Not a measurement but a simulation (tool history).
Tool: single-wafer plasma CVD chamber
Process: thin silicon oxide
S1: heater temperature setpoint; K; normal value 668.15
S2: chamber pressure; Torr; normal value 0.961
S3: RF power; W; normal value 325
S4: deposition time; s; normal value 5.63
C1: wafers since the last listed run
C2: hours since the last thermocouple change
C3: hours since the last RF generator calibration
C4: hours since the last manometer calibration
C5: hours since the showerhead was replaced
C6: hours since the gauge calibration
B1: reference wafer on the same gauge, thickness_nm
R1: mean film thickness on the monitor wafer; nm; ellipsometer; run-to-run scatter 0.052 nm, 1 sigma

run 1 hour=0 | S1=668.15 S2=0.961 S3=325 S4=5.63 | C1=0 C2=2009.5 C3=835.3 C4=285.3 C5=3678.9 C6=2.8 | B1=9.601 | R1=11.537
run 2 hour=104.5 | S1=668.15 S2=0.961 S3=325 S4=5.63 | C1=1667 C2=2114 C3=939.8 C4=389.8 C5=3783.4 C6=107.3 | B1=9.588 | R1=11.588
run 3 hour=208.2 | S1=668.15 S2=0.961 S3=310 S4=4.99 | C1=1654 C2=2217.7 C3=1043.5 C4=493.5 C5=3887.1 C6=211 | B1=9.6 | R1=9.833
run 4 hour=288.1 | S1=668.15 S2=0.961 S3=310 S4=4.99 | C1=1274 C2=2297.6 C3=1123.4 C4=573.4 C5=3967 C6=290.9 | B1=9.602 | R1=9.84
run 5 hour=342.1 | S1=668.15 S2=0.961 S3=310 S4=4.99 | C1=861 C2=2351.6 C3=1177.4 C4=627.4 C5=4021 C6=344.9 | B1=9.592 | R1=9.824
run 6 hour=404.5 | S1=680.15 S2=0.961 S3=325 S4=6.19 | C1=995 C2=2414 C3=1239.8 C4=689.8 C5=4083.4 C6=407.3 | B1=9.601 | R1=12.426
run 7 hour=474 | S1=680.15 S2=0.961 S3=325 S4=6.19 | C1=1108 C2=2483.5 C3=1309.3 C4=759.3 C5=4152.9 C6=476.8 | B1=9.608 | R1=12.343
run 8 hour=535.6 | S1=680.15 S2=0.961 S3=325 S4=6.19 | C1=982 C2=2545.1 C3=1370.9 C4=820.9 C5=4214.5 C6=538.4 | B1=9.604 | R1=12.38
-- hour=616.3 thermocouple changed; heater temperature recalibrated
run 9 hour=632.6 | S1=668.15 S2=0.961 S3=325 S4=5.63 | C1=1419 C2=16.3 C3=1467.9 C4=917.9 C5=4311.5 C6=635.4 | B1=9.587 | R1=11.234
-- hour=647.3 capacitance manometer re-zeroed and calibrated
run 10 hour=729.7 | S1=668.15 S2=0.961 S3=325 S4=5.63 | C1=1421 C2=113.4 C3=1565 C4=82.4 C5=4408.6 C6=732.5 | B1=9.596 | R1=11.593
-- hour=769.6 RF generator calibrated
run 11 hour=792.6 | S1=676.15 S2=0.961 S3=325 S4=5.63 | C1=875 C2=176.3 C3=23 C4=145.3 C5=4471.5 C6=795.4 | B1=9.589 | R1=11.476
run 12 hour=884.2 | S1=668.15 S2=0.961 S3=260 S4=6.56 | C1=1461 C2=267.9 C3=114.6 C4=236.9 C5=4563.1 C6=887 | B1=9.603 | R1=11.164
-- hour=969.5 showerhead replaced
run 13 hour=972.5 | S1=656.15 S2=1.115 S3=325 S4=5.63 | C1=1281 C2=356.2 C3=202.9 C4=325.2 C5=3 C6=975.3 | B1=9.597 | R1=12.366
-- hour=1032.4 gauge calibrated
run 14 hour=1053 | S1=668.15 S2=0.961 S3=365 S4=5.63 | C1=1284 C2=436.7 C3=283.4 C4=405.7 C5=83.5 C6=20.6 | B1=9.591 | R1=12.292
run 15 hour=1269.5 | S1=668.15 S2=0.961 S3=325 S4=5.63 | C1=3453 C2=653.2 C3=499.9 C4=622.2 C5=300 C6=237.1 | B1=9.595 | R1=11.302
run 16 hour=1353 | S1=668.15 S2=0.961 S3=325 S4=5.93 | C1=1332 C2=736.7 C3=583.4 C4=705.7 C5=383.5 C6=320.6 | B1=9.605 | R1=11.906
run 17 hour=1632.8 | S1=678.15 S2=0.961 S3=325 S4=6.19 | C1=4463 C2=1016.5 C3=863.2 C4=985.5 C5=663.3 C6=600.4 | B1=9.604 | R1=12.131
run 18 hour=1673.6 | S1=674.15 S2=0.961 S3=295 S4=5.1 | C1=650 C2=1057.3 C3=904 C4=1026.3 C5=704.1 C6=641.2 | B1=9.59 | R1=9.357
run 19 hour=1720.3 | S1=677.15 S2=0.961 S3=265 S4=5.63 | C1=744 C2=1104 C3=950.7 C4=1073 C5=750.8 C6=687.9 | B1=9.618 | R1=9.284

Take each entry between the runs: how does the hidden state at the last listed run before it differ from the hidden state at the first listed run after it?
Runs 8 to 9: thermocouple changed; heater temperature recalibrated (hour 616.3)
  true pressure above the setpoint (%): -5.59 -> -6.83
  measured value less the no-hidden-state value, R1: -0.34 -> -0.38 nm
Runs 9 to 10: capacitance manometer re-zeroed and calibrated (hour 647.3)
  true pressure above the setpoint (%): -6.83 -> -1.67
  measured value less the no-hidden-state value, R1: -0.38 -> -0.093 nm
Runs 10 to 11: RF generator calibrated (hour 769.6)
  true pressure above the setpoint (%): -1.67 -> -1.78
  measured value less the no-hidden-state value, R1: -0.093 -> -0.098 nm
Runs 12 to 13: showerhead replaced (hour 969.5)
  true pressure above the setpoint (%): -2.03 -> -2.4
  measured value less the no-hidden-state value, R1: -0.11 -> -0.113 nm
Runs 13 to 14: gauge calibrated (hour 1032.4)
  true pressure above the setpoint (%): -2.4 -> -2.83
  measured value less the no-hidden-state value, R1: -0.113 -> -0.169 nm
